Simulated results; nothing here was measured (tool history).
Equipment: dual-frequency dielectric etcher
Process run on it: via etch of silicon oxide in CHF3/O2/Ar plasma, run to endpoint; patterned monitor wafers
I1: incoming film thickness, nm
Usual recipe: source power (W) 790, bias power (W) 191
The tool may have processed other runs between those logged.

{"run": 1, "hour": 0.0, "source power (W)": 870, "bias power (W)": 191, "I1": 436.2, "endpoint time (s)": 187.3}
{"run": 2, "hour": 27.9, "source power (W)": 870, "bias power (W)": 191, "I1": 433.7, "endpoint time (s)": 187.7}
{"run": 3, "hour": 47.7, "source power (W)": 870, "bias power (W)": 191, "I1": 441.9, "endpoint time (s)": 191.2}
{"run": 4, "hour": 67.3, "source power (W)": 790, "bias power (W)": 191, "I1": 436.8, "endpoint time (s)": 195.8}
{"run": 5, "hour": 91.4, "source power (W)": 790, "bias power (W)": 191, "I1": 436.7, "endpoint time (s)": 197.3}
{"run": 6, "hour": 121.8, "source power (W)": 790, "bias power (W)": 191, "I1": 437.5, "endpoint time (s)": 198.2}
{"run": 7, "hour": 164.7, "source power (W)": 790, "bias power (W)": 191, "I1": 436.6, "endpoint time (s)": 197.5}
{"hour": 189.6, "done": "wet clean of the chamber"}
{"run": 8, "hour": 190.1, "source power (W)": 790, "bias power (W)": 191, "I1": 436.8, "endpoint time (s)": 192.2}
{"run": 9, "hour": 206.6, "source power (W)": 790, "bias power (W)": 191, "I1": 438.0, "endpoint time (s)": 192.8}
{"run": 10, "hour": 241.5, "source power (W)": 790, "bias power (W)": 191, "I1": 436.7, "endpoint time (s)": 194.4}
{"run": 11, "hour": 262.9, "source power (W)": 790, "bias power (W)": 207, "I1": 436.3, "endpoint time (s)": 188.1}
{"run": 12, "hour": 281.9, "source power (W)": 790, "bias power (W)": 224, "I1": 433.8, "endpoint time (s)": 182.7}
{"run": 13, "hour": 295.9, "source power (W)": 790, "bias power (W)": 224, "I1": 437.9, "endpoint time (s)": 184.9}
{"run": 14, "hour": 312.8, "source power (W)": 790, "bias power (W)": 224, "I1": 432.4, "endpoint time (s)": 182.0}
{"run": 15, "hour": 343.6, "source power (W)": 730, "bias power (W)": 172, "I1": 435.3, "endpoint time (s)": 209.2}
{"hour": 373.4, "done": "upper electrode replaced"}
{"hour": 376.2, "done": "source power generator calibrated"}
{"run": 16, "hour": 376.7, "source power (W)": 700, "bias power (W)": 234, "I1": 438.0, "endpoint time (s)": 191.5}
{"run": 17, "hour": 394.8, "source power (W)": 860, "bias power (W)": 209, "I1": 432.8, "endpoint time (s)": 184.3}
{"run": 18, "hour": 414.8, "source power (W)": 910, "bias power (W)": 214, "I1": 431.6, "endpoint time (s)": 178.3}
{"run": 19, "hour": 446.6, "source power (W)": 790, "bias power (W)": 191, "I1": 436.4, "endpoint time (s)": 197.2}
{"run": 20, "hour": 463.5, "source power (W)": 790, "bias power (W)": 191, "I1": 441.7, "endpoint time (s)": 201.4}
{"run": 21, "hour": 486.4, "source power (W)": 790, "bias power (W)": 191, "I1": 435.3, "endpoint time (s)": 197.5}
{"hour": 495.7, "done": "bias power generator calibrated"}
{"run": 22, "hour": 501.8, "source power (W)": 700, "bias power (W)": 191, "I1": 437.2, "endpoint time (s)": 207.3}
{"run": 23, "hour": 528.7, "source power (W)": 790, "bias power (W)": 211, "I1": 439.0, "endpoint time (s)": 193.6}
{"hour": 558.2, "done": "wet clean of the chamber"}
{"run": 24, "hour": 561.3, "source power (W)": 700, "bias power (W)": 237, "I1": 435.0, "endpoint time (s)": 182.7}
{"run": 25, "hour": 589.6, "source power (W)": 790, "bias power (W)": 191, "I1": 436.1, "endpoint time (s)": 189.3}
{"run": 26, "hour": 621.7, "source power (W)": 790, "bias power (W)": 160, "I1": 439.9, "endpoint time (s)": 203.8}
{"run": 27, "hour": 635.8, "source power (W)": 930, "bias power (W)": 177, "I1": 437.0, "endpoint time (s)": 185.1}
{"run": 28, "hour": 652.4, "source power (W)": 600, "bias power (W)": 221, "I1": 436.3, "endpoint time (s)": 200.4}
{"run": 29, "hour": 668.2, "source power (W)": 790, "bias power (W)": 191, "I1": 435.7, "endpoint time (s)": 191.6}
{"run": 30, "hour": 698.1, "source power (W)": 950, "bias power (W)": 176, "I1": 436.9, "endpoint time (s)": 185.2}
{"run": 31, "hour": 725.9, "source power (W)": 610, "bias power (W)": 219, "I1": 439.0, "endpoint time (s)": 202.1}
{"run": 32, "hour": 745.0, "source power (W)": 710, "bias power (W)": 224, "I1": 432.4, "endpoint time (s)": 187.6}
{"run": 33, "hour": 759.5, "source power (W)": 870, "bias power (W)": 235, "I1": 437.1, "endpoint time (s)": 173.7}
{"run": 34, "hour": 792.4, "source power (W)": 790, "bias power (W)": 209, "I1": 437.4, "endpoint time (s)": 188.5}
{"run": 35, "hour": 813.1, "source power (W)": 790, "bias power (W)": 175, "I1": 438.3, "endpoint time (s)": 200.2}

Selected run-to-run steps in endpoint time (s), each split into two signed amounts: the part the tool would show with no hidden state at all (from settings, incoming material and random variation), and the remainder, which goes to the hidden state together with any gauge scatter not common to the measured and the hidden-state-free results:
Hidden state at play: etch rate over this chamber's usual, %; source power that arrives over what is set, %; bias power that arrives over what is set, %.
Run 7 -> 8: wet clean of the chamber. endpoint time (s) -5.3: hidden state -4.8, all else -0.5.
Run 14 -> 15: source power (W) 790 -> 730, bias power (W) 224 -> 172. endpoint time (s) +27.2: hidden state +1.1, all else +26.1.
Run 18 -> 19: source power (W) 910 -> 790, bias power (W) 214 -> 191. endpoint time (s) +18.9: hidden state +1.2, all else +17.7.
Run 23 -> 24: source power (W) 790 -> 700, bias power (W) 211 -> 237, wet clean of the chamber. endpoint time (s) -10.9: hidden state -9.2, all else -1.7.
Run 26 -> 27: source power (W) 790 -> 930, bias power (W) 160 -> 177. endpoint time (s) -18.7: hidden state +0.3, all else -19.0.
